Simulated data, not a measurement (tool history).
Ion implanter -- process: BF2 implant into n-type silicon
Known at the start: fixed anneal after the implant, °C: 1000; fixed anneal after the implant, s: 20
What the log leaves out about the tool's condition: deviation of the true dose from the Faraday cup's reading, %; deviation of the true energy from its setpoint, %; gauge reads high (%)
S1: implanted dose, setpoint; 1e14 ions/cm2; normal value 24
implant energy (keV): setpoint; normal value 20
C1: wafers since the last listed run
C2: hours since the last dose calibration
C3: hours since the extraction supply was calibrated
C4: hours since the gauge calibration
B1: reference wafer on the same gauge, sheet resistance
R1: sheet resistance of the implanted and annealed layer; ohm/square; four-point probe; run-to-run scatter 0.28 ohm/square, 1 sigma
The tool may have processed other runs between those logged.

run 1 day=0 | S1=24 implant_energy_(keV)=20 | C1=0 C2=1066 C3=4499.6 C4=659.4 | B1=203.02 | R1=182.28
run 2 day=2.258 | S1=24 implant_energy_(keV)=20 | C1=1170 C2=1120.2 C3=4553.8 C4=713.6 | B1=203.02 | R1=182.37
-- day=3.329 Faraday cup replaced and dose calibrated
run 3 day=4.138 | S1=24 implant_energy_(keV)=20 | C1=801 C2=19.4 C3=4598.9 C4=758.7 | B1=203 | R1=182.38
run 4 day=5.142 | S1=24 implant_energy_(keV)=20 | C1=520 C2=43.5 C3=4623 C4=782.8 | B1=203.07 | R1=182.64
run 5 day=9.346 | S1=24 implant_energy_(keV)=20 | C1=2179 C2=144.4 C3=4723.9 C4=883.7 | B1=202.99 | R1=182.16
run 6 day=10.742 | S1=24 implant_energy_(keV)=20 | C1=723 C2=177.9 C3=4757.4 C4=917.2 | B1=203.06 | R1=182.28
run 7 day=12.488 | S1=24 implant_energy_(keV)=20 | C1=905 C2=219.8 C3=4799.3 C4=959.1 | B1=203.02 | R1=182.74
run 8 day=15.196 | S1=24 implant_energy_(keV)=20 | C1=1404 C2=284.8 C3=4864.3 C4=1024.1 | B1=202.97 | R1=182.45
run 9 day=16.933 | S1=24 implant_energy_(keV)=14.5 | C1=900 C2=326.5 C3=4906 C4=1065.8 | B1=202.94 | R1=208.92
run 10 day=18.338 | S1=24 implant_energy_(keV)=14.5 | C1=728 C2=360.2 C3=4939.7 C4=1099.5 | B1=203.03 | R1=209.81
run 11 day=20.975 | S1=24 implant_energy_(keV)=14.5 | C1=1367 C2=423.5 C3=5003 C4=1162.8 | B1=202.99 | R1=209.33
run 12 day=26.179 | S1=24 implant_energy_(keV)=20 | C1=2698 C2=548.4 C3=5127.9 C4=1287.7 | B1=203.19 | R1=182.18
run 13 day=28.508 | S1=20.77 implant_energy_(keV)=20 | C1=1207 C2=604.3 C3=5183.8 C4=1343.6 | B1=203.02 | R1=183.78
run 14 day=30.1 | S1=20.77 implant_energy_(keV)=20 | C1=825 C2=642.5 C3=5222 C4=1381.8 | B1=202.98 | R1=184.12
run 15 day=32.946 | S1=20.77 implant_energy_(keV)=20 | C1=1475 C2=710.8 C3=5290.3 C4=1450.1 | B1=202.96 | R1=184.43
run 16 day=35.254 | S1=24 implant_energy_(keV)=25 | C1=1196 C2=766.2 C3=5345.7 C4=1505.5 | B1=203.1 | R1=164.27
run 17 day=36.658 | S1=27.95 implant_energy_(keV)=24.5 | C1=728 C2=799.9 C3=5379.4 C4=1539.2 | B1=202.94 | R1=163.8
run 18 day=39.625 | S1=26.53 implant_energy_(keV)=20 | C1=1538 C2=871.1 C3=5450.6 C4=1610.4 | B1=202.98 | R1=180.63
run 19 day=42.362 | S1=28.8 implant_energy_(keV)=26 | C1=1419 C2=936.8 C3=5516.3 C4=1676.1 | B1=202.98 | R1=158.67
run 20 day=45.071 | S1=24 implant_energy_(keV)=15.5 | C1=1404 C2=1001.8 C3=5581.3 C4=1741.1 | B1=203.03 | R1=203.19
-- day=47.321 Faraday cup replaced and dose calibrated
run 21 day=47.35 | S1=19.3 implant_energy_(keV)=25 | C1=1008 C2=0.7 C3=5636 C4=1795.8 | B1=202.96 | R1=166.63
run 22 day=50.017 | S1=27.93 implant_energy_(keV)=24 | C1=1382 C2=64.7 C3=5700 C4=1859.8 | B1=203.03 | R1=165.1
run 23 day=51.675 | S1=18.03 implant_energy_(keV)=14.5 | C1=859 C2=104.5 C3=5739.8 C4=1899.6 | B1=202.96 | R1=214.09
run 24 day=53.079 | S1=24 implant_energy_(keV)=17 | C1=728 C2=138.2 C3=5773.5 C4=1933.3 | B1=202.83 | R1=195.36
-- day=55.512 extraction supply calibrated
run 25 day=55.7 | S1=28.8 implant_energy_(keV)=26 | C1=1186 C2=201.1 C3=4.5 C4=1996.2 | B1=202.91 | R1=161.51
run 26 day=58.333 | S1=18.71 implant_energy_(keV)=26.5 | C1=1365 C2=264.3 C3=67.7 C4=2059.4 | B1=203.12 | R1=165.22
-- day=58.721 gauge calibrated
run 27 day=60.954 | S1=18.44 implant_energy_(keV)=20 | C1=1358 C2=327.2 C3=130.6 C4=53.6 | B1=203.08 | R1=189.65
run 28 day=63.083 | S1=26.09 implant_energy_(keV)=16 | C1=1103 C2=378.3 C3=181.7 C4=104.7 | B1=202.99 | R1=202.85
run 29 day=64.662 | S1=24 implant_energy_(keV)=20 | C1=818 C2=416.2 C3=219.6 C4=142.6 | B1=203.05 | R1=184.86
run 30 day=70.771 | S1=18.62 implant_energy_(keV)=26.5 | C1=3167 C2=562.8 C3=366.2 C4=289.2 | B1=202.96 | R1=165.81
run 31 day=71.892 | S1=24 implant_energy_(keV)=13.5 | C1=581 C2=589.7 C3=393.1 C4=316.1 | B1=203.04 | R1=219.05
run 32 day=73.6 | S1=24 implant_energy_(keV)=20 | C1=885 C2=630.7 C3=434.1 C4=357.1 | B1=202.93 | R1=185

The tool's hidden state at each run:
deviation of the true dose from the Faraday cup's reading, %: 0 in every run
gauge reads high (%): 0 in every run
H1: deviation of the true energy from its setpoint, %
run=1 H1=3.38
run=2 H1=3.42
run=3 H1=3.45
run=4 H1=3.46
run=5 H1=3.53
run=6 H1=3.55
run=7 H1=3.58
run=8 H1=3.62
run=9 H1=3.64
run=10 H1=3.67
run=11 H1=3.71
run=12 H1=3.79
run=13 H1=3.82
run=14 H1=3.85
run=15 H1=3.89
run=16 H1=3.93
run=17 H1=3.95
run=18 H1=3.99
run=19 H1=4.04
run=20 H1=4.08
run=21 H1=4.11
run=22 H1=4.15
run=23 H1=4.18
run=24 H1=4.2
run=25 H1=0.0645
run=26 H1=0.105
run=27 H1=0.145
run=28 H1=0.178
run=29 H1=0.202
run=30 H1=0.296
run=31 H1=0.313
run=32 H1=0.339
